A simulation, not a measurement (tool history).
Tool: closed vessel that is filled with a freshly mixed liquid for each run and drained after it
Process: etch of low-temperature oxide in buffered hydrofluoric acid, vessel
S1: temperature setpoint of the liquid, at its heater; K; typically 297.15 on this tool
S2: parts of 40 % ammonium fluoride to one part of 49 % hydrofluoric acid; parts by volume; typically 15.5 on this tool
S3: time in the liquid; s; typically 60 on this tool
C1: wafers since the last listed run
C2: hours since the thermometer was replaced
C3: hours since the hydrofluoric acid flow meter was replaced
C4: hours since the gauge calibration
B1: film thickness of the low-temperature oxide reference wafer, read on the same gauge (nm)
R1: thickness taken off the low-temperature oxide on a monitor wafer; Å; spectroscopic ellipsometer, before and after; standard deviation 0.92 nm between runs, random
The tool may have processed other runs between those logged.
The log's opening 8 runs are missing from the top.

{"run": 9, "hour": 312.3, "S1": 297.15, "S2": 15.5, "S3": 60, "C1": 1945, "C2": 105.9, "C3": 150, "C4": 750.1, "B1": 139.97, "R1": 1184.2}
{"run": 10, "hour": 328.6, "S1": 297.15, "S2": 15.5, "S3": 60, "C1": 1174, "C2": 122.2, "C3": 166.3, "C4": 766.4, "B1": 140.01, "R1": 1169.8}
{"run": 11, "hour": 361.3, "S1": 297.15, "S2": 15.5, "S3": 60, "C1": 2356, "C2": 154.9, "C3": 199, "C4": 799.1, "B1": 139.95, "R1": 1181.5}
{"run": 12, "hour": 383.8, "S1": 297.15, "S2": 15.5, "S3": 60, "C1": 1621, "C2": 177.4, "C3": 221.5, "C4": 821.6, "B1": 139.99, "R1": 1183.1}
{"run": 13, "hour": 399.7, "S1": 297.15, "S2": 15.5, "S3": 60, "C1": 1145, "C2": 193.3, "C3": 237.4, "C4": 837.5, "B1": 140.01, "R1": 1172.1}
{"run": 14, "hour": 425.8, "S1": 297.15, "S2": 15.5, "S3": 60, "C1": 1881, "C2": 219.4, "C3": 263.5, "C4": 863.6, "B1": 140, "R1": 1174.1}
{"hour": 431.0, "done": "gauge calibrated"}
{"run": 15, "hour": 449.7, "S1": 297.15, "S2": 15.5, "S3": 60, "C1": 1722, "C2": 243.3, "C3": 287.4, "C4": 18.7, "B1": 140.02, "R1": 1164.5}
{"run": 16, "hour": 472.5, "S1": 298.65, "S2": 12.5, "S3": 35, "C1": 1643, "C2": 266.1, "C3": 310.2, "C4": 41.5, "B1": 139.99, "R1": 910.4}
{"run": 17, "hour": 486.0, "S1": 301.15, "S2": 15.5, "S3": 60, "C1": 972, "C2": 279.6, "C3": 323.7, "C4": 55, "B1": 140, "R1": 1443.7}
{"run": 18, "hour": 520.5, "S1": 297.15, "S2": 15.5, "S3": 60, "C1": 2486, "C2": 314.1, "C3": 358.2, "C4": 89.5, "B1": 140, "R1": 1155.9}
{"run": 19, "hour": 553.6, "S1": 293.65, "S2": 18.5, "S3": 45, "C1": 2385, "C2": 347.2, "C3": 391.3, "C4": 122.6, "B1": 140.01, "R1": 600.3}
{"run": 20, "hour": 577.2, "S1": 297.15, "S2": 15.5, "S3": 40, "C1": 1700, "C2": 370.8, "C3": 414.9, "C4": 146.2, "B1": 139.96, "R1": 784.5}
{"run": 21, "hour": 596.0, "S1": 293.65, "S2": 14, "S3": 35, "C1": 1354, "C2": 389.6, "C3": 433.7, "C4": 165, "B1": 139.99, "R1": 616.3}
{"hour": 612.5, "done": "hydrofluoric acid flow meter replaced"}
{"run": 22, "hour": 613.0, "S1": 294.15, "S2": 13.5, "S3": 60, "C1": 1153, "C2": 406.6, "C3": 0.5, "C4": 182, "B1": 139.96, "R1": 1131.7}
{"run": 23, "hour": 631.3, "S1": 299.65, "S2": 15.5, "S3": 70, "C1": 1318, "C2": 424.9, "C3": 18.8, "C4": 200.3, "B1": 140.04, "R1": 1542.5}
{"run": 24, "hour": 655.6, "S1": 295.65, "S2": 19, "S3": 85, "C1": 1751, "C2": 449.2, "C3": 43.1, "C4": 224.6, "B1": 140.01, "R1": 1226.8}
{"run": 25, "hour": 671.5, "S1": 292.65, "S2": 21.5, "S3": 30, "C1": 1145, "C2": 465.1, "C3": 59, "C4": 240.5, "B1": 139.94, "R1": 330.4}
{"run": 26, "hour": 700.6, "S1": 297.15, "S2": 15.5, "S3": 35, "C1": 2097, "C2": 494.2, "C3": 88.1, "C4": 269.6, "B1": 139.96, "R1": 672.8}
{"run": 27, "hour": 734.5, "S1": 297.15, "S2": 15.5, "S3": 60, "C1": 2443, "C2": 528.1, "C3": 122, "C4": 303.5, "B1": 139.99, "R1": 1156.9}
{"run": 28, "hour": 754.7, "S1": 297.15, "S2": 15.5, "S3": 60, "C1": 1455, "C2": 548.3, "C3": 142.2, "C4": 323.7, "B1": 140.04, "R1": 1151.2}
{"run": 29, "hour": 785.3, "S1": 294.65, "S2": 13.5, "S3": 90, "C1": 2205, "C2": 578.9, "C3": 172.8, "C4": 354.3, "B1": 139.98, "R1": 1712.8}
{"run": 30, "hour": 800.6, "S1": 297.15, "S2": 15.5, "S3": 60, "C1": 1102, "C2": 594.2, "C3": 188.1, "C4": 369.6, "B1": 140.01, "R1": 1140.5}
{"run": 31, "hour": 833.6, "S1": 297.15, "S2": 15.5, "S3": 60, "C1": 2378, "C2": 627.2, "C3": 221.1, "C4": 402.6, "B1": 140, "R1": 1150.4}
{"run": 32, "hour": 845.6, "S1": 293.15, "S2": 12.5, "S3": 60, "C1": 864, "C2": 639.2, "C3": 233.1, "C4": 414.6, "B1": 140.03, "R1": 1108.9}
{"run": 33, "hour": 870.9, "S1": 297.15, "S2": 13.5, "S3": 85, "C1": 1823, "C2": 664.5, "C3": 258.4, "C4": 439.9, "B1": 140.03, "R1": 1844.9}

Branching from run 33: 3 alternative next runs. What would each branch give?
{"run": "A", "hour": 871.6, "S1": 297.15, "S2": 12, "S3": 60, "C1": 50, "C2": 665.2, "C3": 259.1, "C4": 440.6, "B1": "?", "R1": "?"}
{"run": "B", "hour": 871.6, "S1": 301.65, "S2": 11.5, "S3": 35, "C1": 50, "C2": 665.2, "C3": 259.1, "C4": 440.6, "B1": "?", "R1": "?"}
{"run": "C", "hour": 871.6, "S1": 302.15, "S2": 12.5, "S3": 35, "C1": 50, "C2": 665.2, "C3": 259.1, "C4": 440.6, "B1": "?", "R1": "?"}

run=A B1=139.95 R1=1452.7
run=B B1=139.95 R1=1126.6
run=C B1=139.95 R1=1066.5
Without the tool's unlogged condition, the same runs would have read:
run=A R1=1516.9
run=B R1=1174.9
run=C R1=1112.1
